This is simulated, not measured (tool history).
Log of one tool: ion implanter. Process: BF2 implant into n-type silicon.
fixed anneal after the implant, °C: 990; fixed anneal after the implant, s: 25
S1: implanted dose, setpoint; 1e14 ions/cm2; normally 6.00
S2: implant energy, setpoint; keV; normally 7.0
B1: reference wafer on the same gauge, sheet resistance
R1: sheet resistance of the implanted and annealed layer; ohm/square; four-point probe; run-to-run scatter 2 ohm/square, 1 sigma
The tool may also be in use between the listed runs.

{"run": 1, "hour": 0.0, "S1": 6.42, "S2": 8.5, "B1": 333.06, "R1": 312.96}
{"run": 2, "hour": 9.7, "S1": 6.42, "S2": 8.5, "B1": 333.12, "R1": 316.34}
{"run": 3, "hour": 24.7, "S1": 6.42, "S2": 8.5, "B1": 332.69, "R1": 316.98}
{"run": 4, "hour": 37.7, "S1": 6.0, "S2": 7.0, "B1": 332.97, "R1": 350.01}
{"run": 5, "hour": 46.1, "S1": 6.0, "S2": 7.0, "B1": 333.48, "R1": 346.66}
{"run": 6, "hour": 92.3, "S1": 6.0, "S2": 7.0, "B1": 333.56, "R1": 348.6}
{"run": 7, "hour": 106.4, "S1": 6.0, "S2": 7.0, "B1": 333.05, "R1": 344.26}
{"run": 8, "hour": 106.7, "S1": 5.43, "S2": 8.0, "B1": 333.11, "R1": 347.44}
{"run": 9, "hour": 114.4, "S1": 6.51, "S2": 7.0, "B1": 333.55, "R1": 338.04}
{"run": 10, "hour": 126.6, "S1": 6.0, "S2": 9.0, "B1": 333.03, "R1": 319.28}
{"run": 11, "hour": 135.0, "S1": 6.0, "S2": 7.0, "B1": 332.48, "R1": 349.6}
{"run": 12, "hour": 150.0, "S1": 6.0, "S2": 7.0, "B1": 332.68, "R1": 351.06}
{"run": 13, "hour": 163.2, "S1": 6.55, "S2": 7.0, "B1": 332.38, "R1": 333.08}
{"run": 14, "hour": 172.6, "S1": 6.61, "S2": 9.5, "B1": 332.16, "R1": 303.36}

Removed from this log: 3 entries logged between the listed runs. Between which two listed runs does each belong, and how does the tool's hidden state at the listed run before it compare with that at the listed run after it?
Run 5 -> run 6: Faraday cup replaced and dose calibrated (hour 79.9)
  no difference in the tool's unlogged condition between these two runs
Run 6 -> run 7: extraction supply calibrated (hour 105.9)
  no difference in the tool's unlogged condition between these two runs
Run 8 -> run 9: gauge calibrated (hour 113.3)
  no difference in the tool's unlogged condition between these two runs
